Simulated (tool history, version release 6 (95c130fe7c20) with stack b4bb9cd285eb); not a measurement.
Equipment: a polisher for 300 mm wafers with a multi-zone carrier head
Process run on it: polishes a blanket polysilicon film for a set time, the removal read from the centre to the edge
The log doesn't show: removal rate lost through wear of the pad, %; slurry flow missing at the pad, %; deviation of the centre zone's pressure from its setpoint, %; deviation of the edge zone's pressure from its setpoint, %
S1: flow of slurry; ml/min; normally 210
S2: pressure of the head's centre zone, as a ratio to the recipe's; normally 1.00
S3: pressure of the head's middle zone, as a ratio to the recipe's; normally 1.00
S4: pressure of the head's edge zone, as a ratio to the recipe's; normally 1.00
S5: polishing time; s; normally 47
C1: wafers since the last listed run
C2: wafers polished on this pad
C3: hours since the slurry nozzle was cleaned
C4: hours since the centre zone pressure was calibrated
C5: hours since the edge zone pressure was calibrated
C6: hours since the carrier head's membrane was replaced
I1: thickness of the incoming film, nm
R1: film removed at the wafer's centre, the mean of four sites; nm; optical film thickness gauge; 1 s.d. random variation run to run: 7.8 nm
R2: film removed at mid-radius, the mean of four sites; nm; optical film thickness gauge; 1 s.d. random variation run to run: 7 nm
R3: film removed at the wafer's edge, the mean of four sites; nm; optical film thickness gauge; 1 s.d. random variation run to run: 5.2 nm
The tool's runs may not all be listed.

run	hour	S1	S2	S3	S4	S5	C1	C2	C3	C4	C5	C6	I1	R1	R2	R3
1	0.0	210	1.00	1.09	0.92	47	0	196	130.6	63.6	26.8	169.5	2178.8	557.2	578.3	517.1
2	8.1	210	1.00	0.91	1.00	47	76	272	138.7	71.7	34.9	177.6	2168.1	537.6	508.9	538.3
3	17.7	250	1.00	1.00	1.00	35	90	362	148.3	81.3	44.5	187.2	2192.3	402.8	405.0	397.8
4	28.3	240	1.04	1.08	1.00	47	99	462	158.9	91.9	55.1	197.8	2142.0	553.4	547.2	522.9
5	40.1	210	1.00	1.00	1.00	47	111	573	170.7	103.7	66.9	209.6	2166.6	530.8	528.4	517.7
6	49.9	210	0.90	1.00	1.00	47	92	665	180.5	113.5	76.7	219.4	2161.5	466.4	499.6	513.3
7	67.0	210	0.91	1.00	1.00	47	160	826	197.6	130.6	93.8	236.5	2118.1	473.1	503.7	507.4
8	74.4	210	1.00	0.97	1.00	47	69	896	205.0	138.0	101.2	243.9	2132.0	502.5	494.1	503.4
9	84.1	210	1.00	1.00	1.00	51	91	987	214.7	147.7	110.9	253.6	2155.8	544.8	538.2	536.2
10	93.3	210	1.00	1.00	1.00	47	86	1074	223.9	156.9	120.1	262.8	2162.9	487.9	482.2	490.7
# hour 112.4: worn pad replaced by a new one
11	112.9	210	1.00	1.00	1.12	47	146	4	243.5	176.5	139.7	282.4	2149.6	541.0	556.9	577.0
12	117.7	210	1.08	1.00	1.00	57	45	50	248.3	181.3	144.5	287.2	2164.9	730.4	651.5	661.2
13	128.6	210	0.95	1.00	0.88	47	102	152	259.2	192.2	155.4	298.1	2165.7	521.7	526.7	506.0
14	145.1	210	1.00	1.00	1.00	47	155	307	275.7	208.7	171.9	314.6	2144.7	531.5	525.9	534.7
15	157.0	275	1.00	1.00	1.00	53	111	419	287.6	220.6	183.8	326.5	2142.9	619.2	605.6	608.4
16	163.6	240	1.06	1.00	0.89	47	62	482	294.2	227.2	190.4	333.1	2141.9	577.9	522.9	496.8
17	176.4	210	1.00	0.91	1.00	57	120	602	307.0	240.0	203.2	345.9	2140.5	637.5	597.3	633.4
18	185.6	210	1.00	0.91	1.00	57	86	689	316.2	249.2	212.4	355.1	2179.9	617.7	592.9	622.1
19	197.0	170	1.00	1.00	0.90	57	107	796	327.6	260.6	223.8	366.5	2151.2	588.3	591.3	570.2
20	213.7	210	0.95	0.89	0.92	37	157	953	344.3	277.3	240.5	383.2	2156.6	377.6	363.5	368.9
21	226.6	235	1.00	1.00	0.88	47	121	1074	357.2	290.2	253.4	396.1	2144.0	498.8	503.7	472.1
22	239.3	210	1.00	1.00	1.00	53	119	1194	369.9	302.9	266.1	408.8	2185.7	556.0	536.2	547.7
# hour 243.6: worn pad replaced by a new one
23	251.1	210	1.00	1.00	1.00	47	73	70	381.7	314.7	277.9	420.6	2154.2	541.2	543.3	537.8
24	263.0	210	1.00	0.96	1.00	47	111	182	393.6	326.6	289.8	432.5	2167.8	539.8	523.7	534.5

Alternative continuations, all from the tool just after run 24; predict every row:
A	263.4	210	1.00	1.11	1.00	47	3	186	394.0	327.0	290.2	432.9	2179.8	?	?	?
B	263.4	210	1.11	1.00	1.11	47	3	186	394.0	327.0	290.2	432.9	2179.8	?	?	?
C	263.4	255	0.93	1.00	1.00	47	3	186	394.0	327.0	290.2	432.9	2179.8	?	?	?

run	R1	R2	R3
A	533.4	577.6	532.3
B	592.2	543.5	561.1
C	508.2	556.6	542.0
Take away the tool's hidden state, keep each run's random variation, and the runs would have read:
run	R1	R2	R3
A	551.6	597.3	550.5
B	612.5	562.1	580.3
C	525.6	575.6	560.5
